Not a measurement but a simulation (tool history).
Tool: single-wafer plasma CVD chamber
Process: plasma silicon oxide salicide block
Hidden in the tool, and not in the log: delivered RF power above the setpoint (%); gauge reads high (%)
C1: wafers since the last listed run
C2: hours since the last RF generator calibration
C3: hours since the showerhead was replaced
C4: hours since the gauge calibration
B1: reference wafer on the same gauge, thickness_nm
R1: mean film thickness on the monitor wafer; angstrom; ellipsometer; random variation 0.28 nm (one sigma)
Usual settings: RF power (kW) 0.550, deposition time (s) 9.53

Run 1, day 0.000: usual settings; C1 0; C2 1604.4; C3 2414.5; C4 767.5; B1 99.514. Result: R1 918.56 angstrom.
At day 0.433: gauge calibrated.
Run 2, day 0.729: usual settings; C1 777; C2 1621.9; C3 2432.0; C4 7.1; B1 99.544. Result: R1 920.40 angstrom.
Run 3, day 1.662: usual settings; C1 995; C2 1644.3; C3 2454.4; C4 29.5; B1 99.523. Result: R1 918.65 angstrom.
Run 4, day 2.508: usual settings but RF power (kW) 0.600, deposition time (s) 9.03; C1 901; C2 1664.6; C3 2474.7; C4 49.8; B1 99.541. Result: R1 913.64 angstrom.
Run 5, day 3.967: usual settings but RF power (kW) 0.595; C1 1554; C2 1699.6; C3 2509.7; C4 84.8; B1 99.457. Result: R1 957.19 angstrom.
Run 6, day 5.429: usual settings but RF power (kW) 0.595; C1 1559; C2 1734.7; C3 2544.8; C4 119.9; B1 99.440. Result: R1 951.23 angstrom.
Run 7, day 5.946: usual settings; C1 550; C2 1747.1; C3 2557.2; C4 132.3; B1 99.615. Result: R1 919.60 angstrom.
Run 8, day 6.796: usual settings; C1 906; C2 1767.5; C3 2577.6; C4 152.7; B1 99.505. Result: R1 918.18 angstrom.
Run 9, day 8.217: usual settings; C1 1514; C2 1801.6; C3 2611.7; C4 186.8; B1 99.515. Result: R1 923.01 angstrom.
Run 10, day 9.562: usual settings; C1 1434; C2 1833.9; C3 2644.0; C4 219.1; B1 99.483. Result: R1 915.54 angstrom.
Run 11, day 10.292: usual settings; C1 777; C2 1851.4; C3 2661.5; C4 236.6; B1 99.553. Result: R1 917.12 angstrom.
Run 12, day 11.196: usual settings; C1 964; C2 1873.1; C3 2683.2; C4 258.3; B1 99.394. Result: R1 918.43 angstrom.
Run 13, day 12.517: usual settings but deposition time (s) 10.20; C1 1408; C2 1904.8; C3 2714.9; C4 290.0; B1 99.465. Result: R1 982.06 angstrom.
Run 14, day 13.446: usual settings but deposition time (s) 10.20; C1 990; C2 1927.1; C3 2737.2; C4 312.3; B1 99.356. Result: R1 980.74 angstrom.
Run 15, day 14.688: usual settings; C1 1323; C2 1956.9; C3 2767.0; C4 342.1; B1 99.550. Result: R1 913.09 angstrom.
Run 16, day 15.367: usual settings; C1 724; C2 1973.2; C3 2783.3; C4 358.4; B1 99.422. Result: R1 909.80 angstrom.
Run 17, day 16.696: usual settings; C1 1417; C2 2005.1; C3 2815.2; C4 390.3; B1 99.498. Result: R1 911.27 angstrom.
Run 18, day 17.917: usual settings; C1 1301; C2 2034.4; C3 2844.5; C4 419.6; B1 99.408. Result: R1 915.82 angstrom.
Run 19, day 18.767: usual settings; C1 906; C2 2054.8; C3 2864.9; C4 440.0; B1 99.477. Result: R1 906.49 angstrom.
At day 19.633: RF generator calibrated.
Run 20, day 19.733: usual settings; C1 675; C2 2.4; C3 2888.1; C4 463.2; B1 99.468. Result: R1 894.12 angstrom.
Run 21, day 20.946: usual settings but RF power (kW) 0.615, deposition time (s) 8.78; C1 1292; C2 31.5; C3 2917.2; C4 492.3; B1 99.527. Result: R1 866.52 angstrom.
Run 22, day 22.192: usual settings but RF power (kW) 0.510; C1 1328; C2 61.4; C3 2947.1; C4 522.2; B1 99.494. Result: R1 860.02 angstrom.
Run 23, day 23.542: usual settings; C1 1439; C2 93.8; C3 2979.5; C4 554.6; B1 99.589. Result: R1 896.73 angstrom.
Run 24, day 24.542: usual settings but RF power (kW) 0.495, deposition time (s) 11.24; C1 1066; C2 117.8; C3 3003.5; C4 578.6; B1 99.502. Result: R1 999.45 angstrom.
Run 25, day 25.671: usual settings but RF power (kW) 0.480; C1 1203; C2 144.9; C3 3030.6; C4 605.7; B1 99.484. Result: R1 836.36 angstrom.
At day 26.021: gauge calibrated.
Run 26, day 26.775: usual settings but deposition time (s) 10.80; C1 1177; C2 171.4; C3 3057.1; C4 18.1; B1 99.458. Result: R1 1009.60 angstrom.
Run 27, day 27.975: usual settings but deposition time (s) 7.64; C1 1279; C2 200.2; C3 3085.9; C4 46.9; B1 99.420. Result: R1 715.12 angstrom.
Run 28, day 28.500: usual settings but RF power (kW) 0.595, deposition time (s) 10.24; C1 559; C2 212.8; C3 3098.5; C4 59.5; B1 99.542. Result: R1 993.08 angstrom.
Run 29, day 29.208: usual settings but RF power (kW) 0.660, deposition time (s) 8.02; C1 755; C2 229.8; C3 3115.5; C4 76.5; B1 99.512. Result: R1 812.83 angstrom.
At day 29.808: RF generator calibrated, repeated, since the last time left the tool worse.
Run 30, day 30.504: usual settings; C1 1026; C2 16.7; C3 3146.6; C4 107.6; B1 99.509. Result: R1 939.26 angstrom.
Run 31, day 31.446: usual settings but RF power (kW) 0.480, deposition time (s) 10.04; C1 1004; C2 39.3; C3 3169.2; C4 130.2; B1 99.561. Result: R1 929.62 angstrom.
At day 32.638: showerhead replaced.
Run 32, day 32.933: usual settings but deposition time (s) 10.42; C1 1230; C2 75.0; C3 7.1; C4 165.9; B1 99.457. Result: R1 1027.06 angstrom.
Run 33, day 33.650: usual settings; C1 764; C2 92.2; C3 24.3; C4 183.1; B1 99.542. Result: R1 933.30 angstrom.
Run 34, day 34.821: usual settings but RF power (kW) 0.580, deposition time (s) 8.60; C1 1248; C2 120.3; C3 52.4; C4 211.2; B1 99.499. Result: R1 866.39 angstrom.
Run 35, day 35.571: usual settings but RF power (kW) 0.480, deposition time (s) 8.26; C1 799; C2 138.3; C3 70.4; C4 229.2; B1 99.510. Result: R1 761.30 angstrom.
Run 36, day 36.746: usual settings but RF power (kW) 0.495; C1 1252; C2 166.5; C3 98.6; C4 257.4; B1 99.488. Result: R1 894.84 angstrom.
Run 37, day 37.879: usual settings but RF power (kW) 0.460, deposition time (s) 11.30; C1 1208; C2 193.7; C3 125.8; C4 284.6; B1 99.586. Result: R1 1022.89 angstrom.
Run 38, day 38.621: usual settings; C1 790; C2 211.5; C3 143.6; C4 302.4; B1 99.444. Result: R1 935.05 angstrom.
Run 39, day 39.762: usual settings but RF power (kW) 0.495, deposition time (s) 10.88; C1 1217; C2 238.9; C3 171.0; C4 329.8; B1 99.490. Result: R1 1021.91 angstrom.
Run 40, day 40.425: usual settings but RF power (kW) 0.495; C1 706; C2 254.8; C3 186.9; C4 345.7; B1 99.489. Result: R1 892.25 angstrom.
Run 41, day 41.783: usual settings but RF power (kW) 0.610, deposition time (s) 10.25; C1 1448; C2 287.4; C3 219.5; C4 378.3; B1 99.438. Result: R1 1053.79 angstrom.

The next listed run, before its measurement:
Run 42, day 42.683: usual settings but RF power (kW) 0.510, deposition time (s) 11.03; C1 959; C2 309.0; C3 241.1; C4 399.9; B1 ?. Result: R1 ?.

Run 42 gave B1 99.453, R1 1053.10 angstrom.
Without the tool's hidden state the same run would have given R1 1054.05 angstrom.

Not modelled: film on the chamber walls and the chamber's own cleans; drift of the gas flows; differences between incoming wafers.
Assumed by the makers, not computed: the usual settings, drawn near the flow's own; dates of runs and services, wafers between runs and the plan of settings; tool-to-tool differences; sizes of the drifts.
